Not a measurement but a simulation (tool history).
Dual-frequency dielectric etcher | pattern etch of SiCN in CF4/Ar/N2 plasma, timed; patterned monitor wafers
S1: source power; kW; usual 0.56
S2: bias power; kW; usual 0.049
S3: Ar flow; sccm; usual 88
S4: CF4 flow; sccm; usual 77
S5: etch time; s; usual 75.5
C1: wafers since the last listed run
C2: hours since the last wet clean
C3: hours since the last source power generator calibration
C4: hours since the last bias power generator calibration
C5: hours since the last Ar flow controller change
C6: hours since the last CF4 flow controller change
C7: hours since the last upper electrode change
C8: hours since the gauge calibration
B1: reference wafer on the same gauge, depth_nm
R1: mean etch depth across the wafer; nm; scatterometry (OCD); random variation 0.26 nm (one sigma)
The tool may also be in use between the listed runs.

Run 1, day 0: usual settings; C1 0; C2 128; C3 291.9; C4 70.7; C5 132.7; C6 4744.6; C7 5374; C8 129.4; B1 74. Result: R1 69.5 nm.
Run 2, day 1.304: usual settings; C1 260; C2 159.3; C3 323.2; C4 102; C5 164; C6 4775.9; C7 5405.3; C8 160.7; B1 73.9. Result: R1 69.3 nm.
Run 3, day 2.346: usual settings; C1 208; C2 184.3; C3 348.2; C4 127; C5 189; C6 4800.9; C7 5430.3; C8 185.7; B1 73.9. Result: R1 69.7 nm.
Run 4, day 3.708: usual settings; C1 272; C2 217; C3 380.9; C4 159.7; C5 221.7; C6 4833.6; C7 5463; C8 218.4; B1 73.9. Result: R1 69.3 nm.
Run 5, day 4.271: usual settings but S2 0.043 kW, S4 87 sccm, S5 65.5 s; C1 112; C2 230.5; C3 394.4; C4 173.2; C5 235.2; C6 4847.1; C7 5476.5; C8 231.9; B1 73.9. Result: R1 59.9 nm.
Run 6, day 5.367: usual settings but S1 0.64 kW, S5 89.5 s; C1 219; C2 256.8; C3 420.7; C4 199.5; C5 261.5; C6 4873.4; C7 5502.8; C8 258.2; B1 73.9. Result: R1 94.5 nm.
Run 7, day 6.654: usual settings but S1 0.48 kW, S5 92.5 s; C1 257; C2 287.7; C3 451.6; C4 230.4; C5 292.4; C6 4904.3; C7 5533.7; C8 289.1; B1 73.9. Result: R1 73.4 nm.
At day 8.762: upper electrode replaced.
Run 8, day 8.783: usual settings but S2 0.041 kW; C1 225; C2 338.8; C3 502.7; C4 281.5; C5 343.5; C6 4955.4; C7 0.5; C8 340.2; B1 73.8. Result: R1 67.5 nm.
Run 9, day 8.796: usual settings but S4 86 sccm, S5 87 s; C1 2; C2 339.1; C3 503; C4 281.8; C5 343.8; C6 4955.7; C7 0.8; C8 340.5; B1 73.8. Result: R1 82 nm.
At day 10.233: CF4 flow controller replaced.
Run 10, day 10.254: usual settings; C1 241; C2 374.1; C3 538; C4 316.8; C5 378.8; C6 0.5; C7 35.8; C8 375.5; B1 74. Result: R1 69.8 nm.
Run 11, day 11.217: usual settings but S2 0.041 kW; C1 192; C2 397.2; C3 561.1; C4 339.9; C5 401.9; C6 23.6; C7 58.9; C8 398.6; B1 73.9. Result: R1 67.9 nm.
Run 12, day 12.275: usual settings but S1 0.48 kW; C1 211; C2 422.6; C3 586.5; C4 365.3; C5 427.3; C6 49; C7 84.3; C8 424; B1 73.9. Result: R1 60.1 nm.
Run 13, day 13.575: usual settings; C1 260; C2 453.8; C3 617.7; C4 396.5; C5 458.5; C6 80.2; C7 115.5; C8 455.2; B1 73.9. Result: R1 71.1 nm.

The next listed run, before its measurement:
At day 14.967: wet clean of the chamber.
Run 14, day 14.988: usual settings but S3 101 sccm, S4 88 sccm; C1 82; C2 0.5; C3 651.6; C4 430.4; C5 492.4; C6 114.1; C7 149.4; C8 489.1; B1 ?. Result: R1 ?.

B1: 73.8
R1: 68.2 nm
Without the tool's hidden state the same run would have given R1 69.3 nm.
